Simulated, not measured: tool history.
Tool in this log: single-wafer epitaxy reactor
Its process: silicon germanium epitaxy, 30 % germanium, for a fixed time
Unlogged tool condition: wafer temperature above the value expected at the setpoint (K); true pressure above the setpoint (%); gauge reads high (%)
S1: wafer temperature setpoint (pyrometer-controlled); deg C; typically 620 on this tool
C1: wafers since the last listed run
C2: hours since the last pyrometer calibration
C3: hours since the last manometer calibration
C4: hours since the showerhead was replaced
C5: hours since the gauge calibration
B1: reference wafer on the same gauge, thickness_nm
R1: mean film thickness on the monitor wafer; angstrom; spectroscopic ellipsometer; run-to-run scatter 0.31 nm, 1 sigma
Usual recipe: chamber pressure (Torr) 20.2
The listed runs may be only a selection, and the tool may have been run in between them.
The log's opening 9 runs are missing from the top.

run 10 hour=226.3 | S1=620 chamber_pressure_(Torr)=16.5 | C1=385 C2=1836.1 C3=1347.5 C4=3892 C5=561.3 | B1=99.463 | R1=797.45
run 11 hour=254 | S1=620 chamber_pressure_(Torr)=20.2 | C1=340 C2=1863.8 C3=1375.2 C4=3919.7 C5=589 | B1=99.405 | R1=852.86
-- hour=278 capacitance manometer re-zeroed and calibrated
run 12 hour=281.5 | S1=620 chamber_pressure_(Torr)=20.2 | C1=239 C2=1891.3 C3=3.5 C4=3947.2 C5=616.5 | B1=99.339 | R1=825.15
-- hour=297.4 showerhead replaced
run 13 hour=313.2 | S1=620 chamber_pressure_(Torr)=20.2 | C1=291 C2=1923 C3=35.2 C4=15.8 C5=648.2 | B1=99.382 | R1=817.55
run 14 hour=337.3 | S1=620 chamber_pressure_(Torr)=20.2 | C1=296 C2=1947.1 C3=59.3 C4=39.9 C5=672.3 | B1=99.524 | R1=820.89
-- hour=342.4 gauge calibrated
run 15 hour=367.6 | S1=620 chamber_pressure_(Torr)=20.2 | C1=372 C2=1977.4 C3=89.6 C4=70.2 C5=25.2 | B1=99.578 | R1=815.52
run 16 hour=388.3 | S1=620 chamber_pressure_(Torr)=20.2 | C1=254 C2=1998.1 C3=110.3 C4=90.9 C5=45.9 | B1=99.317 | R1=809.88
run 17 hour=403 | S1=612 chamber_pressure_(Torr)=18.8 | C1=180 C2=2012.8 C3=125 C4=105.6 C5=60.6 | B1=99.547 | R1=691.3
run 18 hour=422.3 | S1=631 chamber_pressure_(Torr)=25.2 | C1=237 C2=2032.1 C3=144.3 C4=124.9 C5=79.9 | B1=99.512 | R1=1053.2
-- hour=437.3 pyrometer calibrated
run 19 hour=441.8 | S1=620 chamber_pressure_(Torr)=20.2 | C1=141 C2=4.5 C3=163.8 C4=144.4 C5=99.4 | B1=99.387 | R1=932.91
run 20 hour=472.6 | S1=614 chamber_pressure_(Torr)=22.2 | C1=378 C2=35.3 C3=194.6 C4=175.2 C5=130.2 | B1=99.39 | R1=874.88
run 21 hour=514.9 | S1=624 chamber_pressure_(Torr)=16.9 | C1=519 C2=77.6 C3=236.9 C4=217.5 C5=172.5 | B1=99.363 | R1=938.29
run 22 hour=541.2 | S1=626 chamber_pressure_(Torr)=20.2 | C1=323 C2=103.9 C3=263.2 C4=243.8 C5=198.8 | B1=99.412 | R1=1033.49
run 23 hour=561.4 | S1=614 chamber_pressure_(Torr)=17.7 | C1=248 C2=124.1 C3=283.4 C4=264 C5=219 | B1=99.388 | R1=804.38
run 24 hour=577 | S1=631 chamber_pressure_(Torr)=22.2 | C1=191 C2=139.7 C3=299 C4=279.6 C5=234.6 | B1=99.366 | R1=1168.08
run 25 hour=605.8 | S1=627 chamber_pressure_(Torr)=20.2 | C1=353 C2=168.5 C3=327.8 C4=308.4 C5=263.4 | B1=99.312 | R1=1052.56
run 26 hour=624.3 | S1=632 chamber_pressure_(Torr)=18.7 | C1=227 C2=187 C3=346.3 C4=326.9 C5=281.9 | B1=99.293 | R1=1109.37
run 27 hour=644.8 | S1=628 chamber_pressure_(Torr)=17.9 | C1=251 C2=207.5 C3=366.8 C4=347.4 C5=302.4 | B1=99.269 | R1=1027.65
run 28 hour=665 | S1=620 chamber_pressure_(Torr)=20.2 | C1=248 C2=227.7 C3=387 C4=367.6 C5=322.6 | B1=99.517 | R1=930.75
run 29 hour=682 | S1=608 chamber_pressure_(Torr)=17.3 | C1=208 C2=244.7 C3=404 C4=384.6 C5=339.6 | B1=99.347 | R1=717.47
run 30 hour=770.2 | S1=612 chamber_pressure_(Torr)=18.8 | C1=1084 C2=332.9 C3=492.2 C4=472.8 C5=427.8 | B1=99.386 | R1=793.94
run 31 hour=785.6 | S1=624 chamber_pressure_(Torr)=16.9 | C1=189 C2=348.3 C3=507.6 C4=488.2 C5=443.2 | B1=99.497 | R1=941.68
run 32 hour=805.2 | S1=608 chamber_pressure_(Torr)=16.5 | C1=240 C2=367.9 C3=527.2 C4=507.8 C5=462.8 | B1=99.359 | R1=705.65
run 33 hour=823.8 | S1=620 chamber_pressure_(Torr)=20.2 | C1=228 C2=386.5 C3=545.8 C4=526.4 C5=481.4 | B1=99.35 | R1=933.92

Predict each of these 4 candidate next runs independently; none follows another, all start after run 33:
run A hour=824.2 | S1=620 chamber_pressure_(Torr)=20.2 | C1=4 C2=386.9 C3=546.2 C4=526.8 C5=481.8 | B1=? | R1=?
run B hour=824.2 | S1=616 chamber_pressure_(Torr)=20.2 | C1=4 C2=386.9 C3=546.2 C4=526.8 C5=481.8 | B1=? | R1=?
run C hour=824.2 | S1=605 chamber_pressure_(Torr)=25 | C1=4 C2=386.9 C3=546.2 C4=526.8 C5=481.8 | B1=? | R1=?
run D hour=824.2 | S1=633 chamber_pressure_(Torr)=17.9 | C1=4 C2=386.9 C3=546.2 C4=526.8 C5=481.8 | B1=? | R1=?

run=A B1=99.296 R1=941.84
run=B B1=99.296 R1=880.23
run=C B1=99.296 R1=786.09
run=D B1=99.296 R1=1120.43
Stripped of hidden state, with their random variation kept, the same runs would have yielded:
run=A R1=925.01
run=B R1=864.41
run=C R1=771.73
run=D R1=1100.77
